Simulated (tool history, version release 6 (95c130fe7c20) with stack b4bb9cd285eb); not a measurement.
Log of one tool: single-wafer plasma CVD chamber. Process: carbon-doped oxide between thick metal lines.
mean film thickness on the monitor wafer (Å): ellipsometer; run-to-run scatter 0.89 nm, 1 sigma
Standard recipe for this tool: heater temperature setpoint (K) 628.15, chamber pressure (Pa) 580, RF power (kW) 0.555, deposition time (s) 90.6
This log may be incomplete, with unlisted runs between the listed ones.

| run | day | heater temperature setpoint (K) | chamber pressure (Pa) | RF power (kW) | deposition time (s) | read-back reference wafer on the same gauge, thickness_nm | mean film thickness on the monitor wafer (Å) |
|---|---|---|---|---|---|---|---|
| 1 | 0.000 | 628.15 | 547 | 0.555 | 90.6 | 414.966 | 4773.68 |
| 2 | 2.138 | 628.15 | 547 | 0.555 | 90.6 | 415.027 | 4772.80 |
| 3 | 2.633 | 628.15 | 547 | 0.555 | 90.6 | 414.978 | 4786.02 |
| 4 | 3.088 | 632.15 | 580 | 0.555 | 90.6 | 415.136 | 4800.54 |
| 5 | 3.417 | 632.15 | 661 | 0.555 | 90.6 | 415.117 | 4895.57 |
| 6 | 4.108 | 628.15 | 580 | 0.555 | 90.6 | 414.941 | 4822.78 |
| 7 | 4.383 | 628.15 | 580 | 0.605 | 90.6 | 414.971 | 5099.64 |
| 8 | 4.738 | 628.15 | 580 | 0.605 | 90.6 | 415.087 | 5099.08 |
|  | 5.904 | RF generator calibrated |
| 9 | 6.588 | 628.15 | 580 | 0.605 | 90.6 | 414.991 | 5302.32 |
| 10 | 6.875 | 628.15 | 580 | 0.555 | 90.6 | 415.062 | 5048.79 |
|  | 7.221 | thermocouple changed; heater temperature recalibrated |
| 11 | 7.242 | 628.15 | 580 | 0.555 | 90.6 | 415.015 | 5039.46 |
| 12 | 7.629 | 628.15 | 580 | 0.555 | 90.6 | 415.291 | 5025.56 |
| 13 | 8.183 | 628.15 | 580 | 0.555 | 90.6 | 414.916 | 5019.75 |
|  | 8.754 | capacitance manometer re-zeroed and calibrated |
| 14 | 8.879 | 621.15 | 580 | 0.495 | 90.6 | 415.096 | 4749.65 |
| 15 | 9.358 | 628.15 | 547 | 0.555 | 90.6 | 414.973 | 4978.26 |
|  | 9.746 | gauge calibrated |
| 16 | 10.071 | 628.15 | 580 | 0.555 | 90.6 | 414.787 | 5014.40 |
| 17 | 10.629 | 628.15 | 580 | 0.500 | 95.3 | 415.291 | 4918.71 |
|  | 11.254 | showerhead replaced |
| 18 | 11.275 | 628.15 | 664 | 0.555 | 74.5 | 415.027 | 4228.94 |
| 19 | 11.717 | 614.15 | 580 | 0.475 | 90.6 | 415.153 | 4665.24 |
| 20 | 12.025 | 628.15 | 580 | 0.555 | 90.6 | 414.988 | 4995.98 |
| 21 | 12.562 | 628.15 | 623 | 0.555 | 90.6 | 415.023 | 5058.75 |
| 22 | 12.850 | 628.15 | 580 | 0.555 | 90.6 | 415.143 | 4975.88 |
| 23 | 13.346 | 628.15 | 617 | 0.555 | 90.6 | 415.043 | 5039.02 |
| 24 | 13.675 | 628.15 | 580 | 0.555 | 90.6 | 414.905 | 4974.91 |
| 25 | 14.208 | 637.15 | 580 | 0.475 | 90.6 | 414.995 | 4429.43 |
| 26 | 14.933 | 635.15 | 487 | 0.655 | 90.6 | 415.070 | 5276.86 |

Here are 3 independent what-if runs from the current tool condition. What would each one return?
| A | 14.950 | 628.15 | 580 | 0.555 | 90.6 | ? | ? |
| B | 14.950 | 636.15 | 625 | 0.615 | 90.6 | ? | ? |
| C | 14.950 | 639.15 | 653 | 0.555 | 90.6 | ? | ? |

| run | read-back reference wafer on the same gauge, thickness_nm | mean film thickness on the monitor wafer (Å) |
|---|---|---|
| A | 414.941 | 4980.17 |
| B | 414.941 | 5290.12 |
| C | 414.941 | 4975.79 |
Had the tool no hidden state, the same runs would have come out as:
| run | mean film thickness on the monitor wafer (Å) |
|---|---|
| A | 5105.56 |
| B | 5420.04 |
| C | 5101.07 |
